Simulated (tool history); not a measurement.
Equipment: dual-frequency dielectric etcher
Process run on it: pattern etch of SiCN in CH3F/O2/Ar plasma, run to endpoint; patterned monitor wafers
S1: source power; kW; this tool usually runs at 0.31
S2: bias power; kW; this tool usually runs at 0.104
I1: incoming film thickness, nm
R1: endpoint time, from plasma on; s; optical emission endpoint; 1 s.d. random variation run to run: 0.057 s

run	day	S1	S2	I1	R1
1	0	0.31	0.119	7.12	17.8
2	1.158	0.31	0.119	7.17	18
3	2.608	0.31	0.119	7.16	17.9
4	5.304	0.27	0.104	7.11	20.4
5	7.342	0.27	0.104	7.06	20.2
# day 9.692: wet clean of the chamber
6	9.908	0.37	0.104	7.09	17.5
7	11.567	0.37	0.104	7.11	17.5
8	13.633	0.31	0.113	7.06	18.3
9	15.15	0.31	0.113	7.07	18.3
10	16.85	0.31	0.104	7.11	19.2
# day 17.612: source power generator calibrated
11	19.65	0.31	0.083	7.12	21.3
12	20.754	0.31	0.083	7.11	21.2
# day 23.792: wet clean of the chamber
13	23.812	0.31	0.083	7.06	21.2
14	25.388	0.31	0.097	7.06	19.7
15	26.512	0.31	0.104	7.12	19.3
16	28.604	0.36	0.114	7.11	17
17	30.117	0.39	0.111	7.05	16.5
# day 32.417: upper electrode replaced
18	32.438	0.25	0.094	7.15	22.8
19	33.371	0.34	0.13	7.21	16.7
20	35.858	0.26	0.127	7.13	19.2
# day 36.258: bias power generator calibrated
21	37.288	0.27	0.122	7.09	18.6
# day 40.112: wet clean of the chamber
22	40.133	0.38	0.086	7.07	18.5
23	41.079	0.31	0.117	7.05	17.6
24	43.442	0.31	0.124	7.06	17.3
25	45.154	0.37	0.127	7.04	15.5
26	48.05	0.31	0.104	7.01	18.5
27	49.338	0.31	0.104	7.13	18.8
28	52.212	0.31	0.093	7.04	19.5

Predict each of these 4 candidate next runs independently; none follows another, all start after run 28:
A	52.229	0.31	0.104	7.1	?
B	52.229	0.31	0.122	7.1	?
C	52.229	0.24	0.082	7.1	?
D	52.229	0.31	0.082	7.1	?

run	R1
A	18.7
B	17.4
C	24.3
D	20.9
Had the tool no hidden state, the same runs would have come out as:
run	R1
A	19
B	17.6
C	24.5
D	21.2
